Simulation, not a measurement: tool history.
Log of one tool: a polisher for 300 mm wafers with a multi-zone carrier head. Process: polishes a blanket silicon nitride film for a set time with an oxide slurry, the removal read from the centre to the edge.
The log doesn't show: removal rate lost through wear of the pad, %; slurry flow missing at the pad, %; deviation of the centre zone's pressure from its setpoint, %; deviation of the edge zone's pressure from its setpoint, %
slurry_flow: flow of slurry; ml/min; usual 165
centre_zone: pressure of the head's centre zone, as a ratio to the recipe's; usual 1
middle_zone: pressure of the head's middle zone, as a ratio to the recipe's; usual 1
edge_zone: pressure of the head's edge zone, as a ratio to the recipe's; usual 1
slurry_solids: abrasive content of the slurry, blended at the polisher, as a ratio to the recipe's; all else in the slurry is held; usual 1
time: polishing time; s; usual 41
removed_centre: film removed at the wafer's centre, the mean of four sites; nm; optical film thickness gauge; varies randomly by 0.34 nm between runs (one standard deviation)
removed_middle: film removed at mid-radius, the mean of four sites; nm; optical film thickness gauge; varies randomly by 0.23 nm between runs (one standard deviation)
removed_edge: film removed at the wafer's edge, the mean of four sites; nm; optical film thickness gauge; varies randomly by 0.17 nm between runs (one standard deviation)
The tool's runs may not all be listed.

run,day,slurry_flow,centre_zone,middle_zone,edge_zone,slurry_solids,time,wafers since the last listed run,wafers polished on this pad,hours since the slurry nozzle was cleaned,hours since the centre zone pressure was calibrated,hours since the edge zone pressure was calibrated,hours since the carrier head's membrane was replaced,"incoming thickness of the incoming film, nm",removed_centre,removed_middle,removed_edge
1,0,205,1,1,1,1,41,0,1311,505.8,395.6,238.5,1365.4,370.5,24.4,24.4,25.2
# day 0.962: worn pad replaced by a new one
# day 2.5: slurry nozzle cleaned
2,2.521,205,1,1,1,1,41,446,292,0.5,456.1,299,1425.9,365.5,27.4,27,27
3,4.325,205,1,1,1,1,41,348,640,43.8,499.4,342.3,1469.2,365.8,26.8,26.4,26.8
4,8.354,125,1,1,1,1,41,777,1418,140.5,596.1,439,1565.9,371.2,23.8,24.1,25.1
# day 8.842: worn pad replaced by a new one
5,12.408,125,1,1,1,1,41,749,688,237.8,693.4,536.3,1663.2,374.2,23.2,23.5,24.6
6,14.925,190,1.03,1,1,1,41,485,1173,298.2,753.8,596.7,1723.6,368,26.2,25,25.8
# day 15.529: carrier head's membrane replaced by a new one
7,16.525,165,1,1,1.06,1,33,268,1442,336.6,792.2,635.1,23.9,374.5,19.8,19.2,20.9
# day 18.088: worn pad replaced by a new one
8,19.112,165,1,1,1,1,41,466,197,398.7,854.3,697.2,86,373.3,23.9,23.5,25.1
9,23.379,165,1.11,0.94,1,1,41,823,1020,501.1,956.7,799.6,188.4,372.5,25.5,21.7,24.6
# day 23.75: slurry nozzle cleaned
# day 24.279: centre zone pressure recalibrated
# day 25.167: edge zone pressure recalibrated
# day 27.392: worn pad replaced by a new one
10,27.796,165,1,0.88,1.09,1.2,41,779,77,97.1,84.4,63.1,294.4,371,27.8,24.6,29.2
11,30.829,165,1,0.97,1.08,1,41,585,662,169.9,157.2,135.9,367.2,374.6,24.9,24.5,27.1
12,34.933,165,1,1,1,1,41,791,1454,268.4,255.7,234.4,465.7,363,24.5,25,25.6
# day 35.288: worn pad replaced by a new one
13,39.162,165,1,1.05,1,1,41,783,747,369.9,357.2,335.9,567.2,362.6,25,25.5,25.3
14,41.308,190,1,1.08,1,1,41,413,1161,421.4,408.7,387.4,618.7,363.7,25,26.8,25.6
15,43.492,165,1.09,1,1,1,41,421,1582,473.8,461.1,439.8,671.1,366.1,25.4,23.9,24.9

Forecast each of these 4 alternatives for the next run:
A,43.508,165,1,1,1,1,41,3,1586,474.2,461.5,440.2,671.5,366.6,?,?,?
B,43.508,210,1.05,1,1,0.8,49,3,1586,474.2,461.5,440.2,671.5,366.6,?,?,?
C,43.508,165,1.07,0.95,0.94,1,45,3,1586,474.2,461.5,440.2,671.5,366.6,?,?,?
D,43.508,165,1,1,1,1,31,3,1586,474.2,461.5,440.2,671.5,366.6,?,?,?

run,removed_centre,removed_middle,removed_edge
A,24.1,23.6,24.7
B,28.9,26.9,27.7
C,28.1,24.8,26.3
D,18.2,17.8,18.6
Stripped of hidden state, with their random variation kept, the same runs would have yielded:
run,removed_centre,removed_middle,removed_edge
A,26.7,25.8,26.3
B,31.4,28.9,29.2
C,31.1,27.1,28
D,20.2,19.5,19.9

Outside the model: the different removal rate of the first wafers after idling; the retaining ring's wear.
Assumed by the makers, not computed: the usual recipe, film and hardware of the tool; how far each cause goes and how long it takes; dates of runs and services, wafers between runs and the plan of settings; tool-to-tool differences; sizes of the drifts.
